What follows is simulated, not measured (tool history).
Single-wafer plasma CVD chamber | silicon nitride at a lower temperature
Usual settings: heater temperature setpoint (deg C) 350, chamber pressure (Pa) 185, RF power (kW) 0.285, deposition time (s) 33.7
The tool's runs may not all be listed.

run	hour	heater temperature setpoint (deg C)	chamber pressure (Pa)	RF power (kW)	deposition time (s)	wafers since the last listed run	hours since the last thermocouple change	hours since the last RF generator calibration	hours since the last manometer calibration	hours since the showerhead was replaced	hours since the gauge calibration	read-back reference wafer on the same gauge, thickness_nm	mean film thickness on the monitor wafer (nm)
1	0.0	344	185	0.285	33.7	0	1148.3	1348.8	25.5	5526.3	1447.3	35.333	43.281
# hour 25.6: gauge calibrated
2	28.2	350	185	0.330	33.7	706	1176.5	1377.0	53.7	5554.5	2.6	34.241	47.113
3	73.5	350	185	0.285	33.7	1135	1221.8	1422.3	99.0	5599.8	47.9	34.338	42.021
4	108.5	350	185	0.285	33.7	877	1256.8	1457.3	134.0	5634.8	82.9	34.353	42.047
5	135.2	350	185	0.285	33.7	669	1283.5	1484.0	160.7	5661.5	109.6	34.436	42.211
6	220.9	350	185	0.285	33.7	2147	1369.2	1569.7	246.4	5747.2	195.3	34.541	42.203
7	233.3	350	185	0.285	33.7	310	1381.6	1582.1	258.8	5759.6	207.7	34.613	42.375
8	264.5	350	185	0.285	33.7	781	1412.8	1613.3	290.0	5790.8	238.9	34.604	42.323
9	284.7	350	185	0.315	33.7	506	1433.0	1633.5	310.2	5811.0	259.1	34.635	46.238
10	301.8	350	185	0.285	33.7	428	1450.1	1650.6	327.3	5828.1	276.2	34.659	42.537
11	315.1	350	185	0.325	38.0	333	1463.4	1663.9	340.6	5841.4	289.5	34.661	53.205
12	333.2	363	185	0.285	39.1	453	1481.5	1682.0	358.7	5859.5	307.6	34.701	48.742
13	363.0	350	185	0.285	29.1	746	1511.3	1711.8	388.5	5889.3	337.4	34.732	36.624
# hour 395.5: thermocouple changed; heater temperature recalibrated
14	397.7	350	211	0.285	33.7	669	2.2	1746.5	423.2	5924.0	372.1	34.761	43.412
15	421.2	350	185	0.285	33.7	588	25.7	1770.0	446.7	5947.5	395.6	34.778	42.695
16	442.4	357	203	0.240	33.7	531	46.9	1791.2	467.9	5968.7	416.8	34.845	37.134
17	468.5	340	149	0.300	38.9	654	73.0	1817.3	494.0	5994.8	442.9	34.786	49.556
18	502.9	350	185	0.285	33.7	862	107.4	1851.7	528.4	6029.2	477.3	34.839	42.903
# hour 524.3: RF generator calibrated
19	532.8	350	185	0.250	33.7	548	137.3	8.5	558.3	6059.1	507.2	34.934	38.135
# hour 545.5: showerhead replaced
20	561.1	350	185	0.285	35.5	508	165.6	36.8	586.6	15.6	535.5	34.902	45.074
21	657.1	350	185	0.255	27.2	2405	261.6	132.8	682.6	111.6	631.5	34.986	31.365
22	678.4	350	228	0.285	33.7	533	282.9	154.1	703.9	132.9	652.8	34.986	44.579
23	697.2	350	185	0.285	33.7	471	301.7	172.9	722.7	151.7	671.6	35.003	42.956
24	722.7	350	171	0.285	33.7	639	327.2	198.4	748.2	177.2	697.1	35.011	42.284
25	746.5	350	185	0.285	33.7	596	351.0	222.2	772.0	201.0	720.9	35.000	42.824
26	766.1	350	148	0.285	33.7	491	370.6	241.8	791.6	220.6	740.5	34.987	41.225
27	784.7	359	185	0.335	27.3	466	389.2	260.4	810.2	239.2	759.1	35.092	39.349
28	812.3	342	185	0.335	33.7	691	416.8	288.0	837.8	266.8	786.7	35.091	49.094

Forecast each of these 5 alternatives for the next run:
A	812.7	350	185	0.285	33.7	10	417.2	288.4	838.2	267.2	787.1	?	?
B	812.7	350	185	0.305	28.2	10	417.2	288.4	838.2	267.2	787.1	?	?
C	812.7	341	167	0.240	38.0	10	417.2	288.4	838.2	267.2	787.1	?	?
D	812.7	350	185	0.245	33.7	10	417.2	288.4	838.2	267.2	787.1	?	?
E	812.7	337	185	0.335	30.0	10	417.2	288.4	838.2	267.2	787.1	?	?

run	read-back reference wafer on the same gauge, thickness_nm	mean film thickness on the monitor wafer (nm)
A	35.055	43.257
B	35.055	38.294
C	35.055	41.272
D	35.055	37.876
E	35.055	44.078
Without the tool's hidden state the same runs would have given:
run	mean film thickness on the monitor wafer (nm)
A	42.341
B	37.483
C	40.398
D	37.074
E	43.145
